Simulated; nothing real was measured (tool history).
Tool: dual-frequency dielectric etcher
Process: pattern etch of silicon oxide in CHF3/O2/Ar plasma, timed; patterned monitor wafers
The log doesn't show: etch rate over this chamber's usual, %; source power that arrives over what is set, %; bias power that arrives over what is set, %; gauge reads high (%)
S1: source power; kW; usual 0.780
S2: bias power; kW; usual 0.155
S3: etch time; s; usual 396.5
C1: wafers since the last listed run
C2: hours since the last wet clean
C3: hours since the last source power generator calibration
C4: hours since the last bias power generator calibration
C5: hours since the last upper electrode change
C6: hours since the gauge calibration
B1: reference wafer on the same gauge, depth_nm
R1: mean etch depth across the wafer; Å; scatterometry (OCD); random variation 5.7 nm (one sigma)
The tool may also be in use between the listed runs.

{"run": 1, "day": 0.0, "S1": 0.78, "S2": 0.155, "S3": 396.5, "C1": 0, "C2": 371.9, "C3": 2564.0, "C4": 3307.8, "C5": 3358.8, "C6": 2268.8, "B1": 799.7, "R1": 8393}
{"day": 2.125, "done": "upper electrode replaced"}
{"run": 2, "day": 2.429, "S1": 0.78, "S2": 0.186, "S3": 396.5, "C1": 180, "C2": 430.2, "C3": 2622.3, "C4": 3366.1, "C5": 7.3, "C6": 2327.1, "B1": 799.8, "R1": 9100}
{"day": 4.358, "done": "gauge calibrated"}
{"run": 3, "day": 4.621, "S1": 0.78, "S2": 0.186, "S3": 396.5, "C1": 277, "C2": 482.8, "C3": 2674.9, "C4": 3418.7, "C5": 59.9, "C6": 6.3, "B1": 800.8, "R1": 9066}
{"run": 4, "day": 6.692, "S1": 0.78, "S2": 0.186, "S3": 396.5, "C1": 262, "C2": 532.5, "C3": 2724.6, "C4": 3468.4, "C5": 109.6, "C6": 56.0, "B1": 800.1, "R1": 9077}
{"run": 5, "day": 8.788, "S1": 0.78, "S2": 0.155, "S3": 480.5, "C1": 265, "C2": 582.8, "C3": 2774.9, "C4": 3518.7, "C5": 159.9, "C6": 106.3, "B1": 799.7, "R1": 10307}
{"run": 6, "day": 11.333, "S1": 0.78, "S2": 0.155, "S3": 480.5, "C1": 322, "C2": 643.9, "C3": 2836.0, "C4": 3579.8, "C5": 221.0, "C6": 167.4, "B1": 798.6, "R1": 10337}
{"day": 14.996, "done": "wet clean of the chamber"}
{"run": 7, "day": 15.017, "S1": 0.78, "S2": 0.155, "S3": 480.5, "C1": 339, "C2": 0.5, "C3": 2924.4, "C4": 3668.2, "C5": 309.4, "C6": 255.8, "B1": 799.4, "R1": 9739}
{"run": 8, "day": 17.262, "S1": 0.78, "S2": 0.192, "S3": 469.5, "C1": 284, "C2": 54.4, "C3": 2978.3, "C4": 3722.1, "C5": 363.3, "C6": 309.7, "B1": 800.1, "R1": 10336}
{"run": 9, "day": 19.6, "S1": 0.78, "S2": 0.155, "S3": 396.5, "C1": 295, "C2": 110.5, "C3": 3034.4, "C4": 3778.2, "C5": 419.4, "C6": 365.8, "B1": 800.0, "R1": 8086}
{"run": 10, "day": 22.583, "S1": 0.68, "S2": 0.155, "S3": 429.0, "C1": 377, "C2": 182.1, "C3": 3106.0, "C4": 3849.8, "C5": 491.0, "C6": 437.4, "B1": 798.7, "R1": 8435}
{"day": 24.283, "done": "bias power generator calibrated"}
{"run": 11, "day": 25.183, "S1": 0.97, "S2": 0.184, "S3": 396.5, "C1": 308, "C2": 244.5, "C3": 3168.4, "C4": 21.6, "C5": 553.4, "C6": 499.8, "B1": 799.6, "R1": 9723}
{"run": 12, "day": 27.354, "S1": 0.78, "S2": 0.155, "S3": 396.5, "C1": 274, "C2": 296.6, "C3": 3220.5, "C4": 73.7, "C5": 605.5, "C6": 551.9, "B1": 799.9, "R1": 8262}
{"run": 13, "day": 30.146, "S1": 0.62, "S2": 0.144, "S3": 396.5, "C1": 353, "C2": 363.6, "C3": 3287.5, "C4": 140.7, "C5": 672.5, "C6": 618.9, "B1": 800.4, "R1": 7390}
{"run": 14, "day": 34.562, "S1": 0.9, "S2": 0.155, "S3": 396.5, "C1": 559, "C2": 469.6, "C3": 3393.5, "C4": 246.7, "C5": 778.5, "C6": 724.9, "B1": 799.8, "R1": 8898}
{"run": 15, "day": 36.171, "S1": 0.6, "S2": 0.132, "S3": 355.5, "C1": 203, "C2": 508.2, "C3": 3432.1, "C4": 285.3, "C5": 817.1, "C6": 763.5, "B1": 800.7, "R1": 6258}
{"day": 39.525, "done": "source power generator calibrated"}
{"day": 40.683, "done": "wet clean of the chamber"}
{"run": 16, "day": 40.704, "S1": 0.71, "S2": 0.155, "S3": 318.5, "C1": 426, "C2": 0.5, "C3": 28.3, "C4": 394.1, "C5": 925.9, "C6": 872.3, "B1": 798.8, "R1": 6271}
{"run": 17, "day": 42.033, "S1": 0.78, "S2": 0.169, "S3": 396.5, "C1": 168, "C2": 32.4, "C3": 60.2, "C4": 426.0, "C5": 957.8, "C6": 904.2, "B1": 800.1, "R1": 8497}
{"run": 18, "day": 45.083, "S1": 0.68, "S2": 0.132, "S3": 437.5, "C1": 386, "C2": 105.6, "C3": 133.4, "C4": 499.2, "C5": 1031.0, "C6": 977.4, "B1": 800.5, "R1": 8072}
{"run": 19, "day": 48.558, "S1": 0.78, "S2": 0.118, "S3": 396.5, "C1": 439, "C2": 189.0, "C3": 216.8, "C4": 582.6, "C5": 1114.4, "C6": 1060.8, "B1": 800.3, "R1": 7508}
{"run": 20, "day": 51.671, "S1": 0.78, "S2": 0.14, "S3": 335.5, "C1": 393, "C2": 263.7, "C3": 291.5, "C4": 657.3, "C5": 1189.1, "C6": 1135.5, "B1": 799.1, "R1": 6806}
{"run": 21, "day": 56.012, "S1": 0.62, "S2": 0.122, "S3": 483.5, "C1": 549, "C2": 367.9, "C3": 395.7, "C4": 761.5, "C5": 1293.3, "C6": 1239.7, "B1": 800.1, "R1": 8494}
{"run": 22, "day": 59.688, "S1": 0.66, "S2": 0.184, "S3": 515.0, "C1": 465, "C2": 456.1, "C3": 483.9, "C4": 849.7, "C5": 1381.5, "C6": 1327.9, "B1": 800.2, "R1": 11000}
{"run": 23, "day": 61.912, "S1": 0.78, "S2": 0.171, "S3": 362.5, "C1": 281, "C2": 509.5, "C3": 537.3, "C4": 903.1, "C5": 1434.9, "C6": 1381.3, "B1": 799.8, "R1": 8178}
{"run": 24, "day": 64.396, "S1": 0.78, "S2": 0.171, "S3": 362.5, "C1": 314, "C2": 569.1, "C3": 596.9, "C4": 962.7, "C5": 1494.5, "C6": 1440.9, "B1": 799.9, "R1": 8117}
{"day": 66.238, "done": "wet clean of the chamber"}
{"run": 25, "day": 68.112, "S1": 0.78, "S2": 0.155, "S3": 493.0, "C1": 343, "C2": 45.0, "C3": 686.1, "C4": 1051.9, "C5": 1583.7, "C6": 1530.1, "B1": 799.7, "R1": 10305}
{"run": 26, "day": 70.525, "S1": 0.78, "S2": 0.155, "S3": 321.5, "C1": 305, "C2": 102.9, "C3": 744.0, "C4": 1109.8, "C5": 1641.6, "C6": 1588.0, "B1": 800.6, "R1": 6718}
{"run": 27, "day": 73.988, "S1": 0.88, "S2": 0.173, "S3": 489.5, "C1": 438, "C2": 186.0, "C3": 827.1, "C4": 1192.9, "C5": 1724.7, "C6": 1671.1, "B1": 798.7, "R1": 11329}
{"run": 28, "day": 78.208, "S1": 0.59, "S2": 0.142, "S3": 396.5, "C1": 534, "C2": 287.3, "C3": 928.4, "C4": 1294.2, "C5": 1826.0, "C6": 1772.4, "B1": 800.0, "R1": 7336}
{"run": 29, "day": 82.658, "S1": 0.97, "S2": 0.193, "S3": 396.5, "C1": 563, "C2": 394.1, "C3": 1035.2, "C4": 1401.0, "C5": 1932.8, "C6": 1879.2, "B1": 799.2, "R1": 10126}
{"run": 30, "day": 84.525, "S1": 0.86, "S2": 0.179, "S3": 462.0, "C1": 236, "C2": 438.9, "C3": 1080.0, "C4": 1445.8, "C5": 1977.6, "C6": 1924.0, "B1": 799.8, "R1": 10929}

Forecast each of these 4 alternatives for the next run:
{"run": "A", "day": 84.546, "S1": 0.78, "S2": 0.137, "S3": 396.5, "C1": 2, "C2": 439.4, "C3": 1080.5, "C4": 1446.3, "C5": 1978.1, "C6": 1924.5, "B1": "?", "R1": "?"}
{"run": "B", "day": 84.546, "S1": 0.78, "S2": 0.142, "S3": 492.5, "C1": 2, "C2": 439.4, "C3": 1080.5, "C4": 1446.3, "C5": 1978.1, "C6": 1924.5, "B1": "?", "R1": "?"}
{"run": "C", "day": 84.546, "S1": 0.78, "S2": 0.127, "S3": 396.5, "C1": 2, "C2": 439.4, "C3": 1080.5, "C4": 1446.3, "C5": 1978.1, "C6": 1924.5, "B1": "?", "R1": "?"}
{"run": "D", "day": 84.546, "S1": 0.78, "S2": 0.155, "S3": 465.0, "C1": 2, "C2": 439.4, "C3": 1080.5, "C4": 1446.3, "C5": 1978.1, "C6": 1924.5, "B1": "?", "R1": "?"}

run=A B1=800.5 R1=8137
run=B B1=800.5 R1=10244
run=C B1=800.5 R1=7908
run=D B1=800.5 R1=9999
Without the tool's hidden state the same runs would have given:
run=A R1=7790
run=B R1=9808
run=C R1=7571
run=D R1=9573
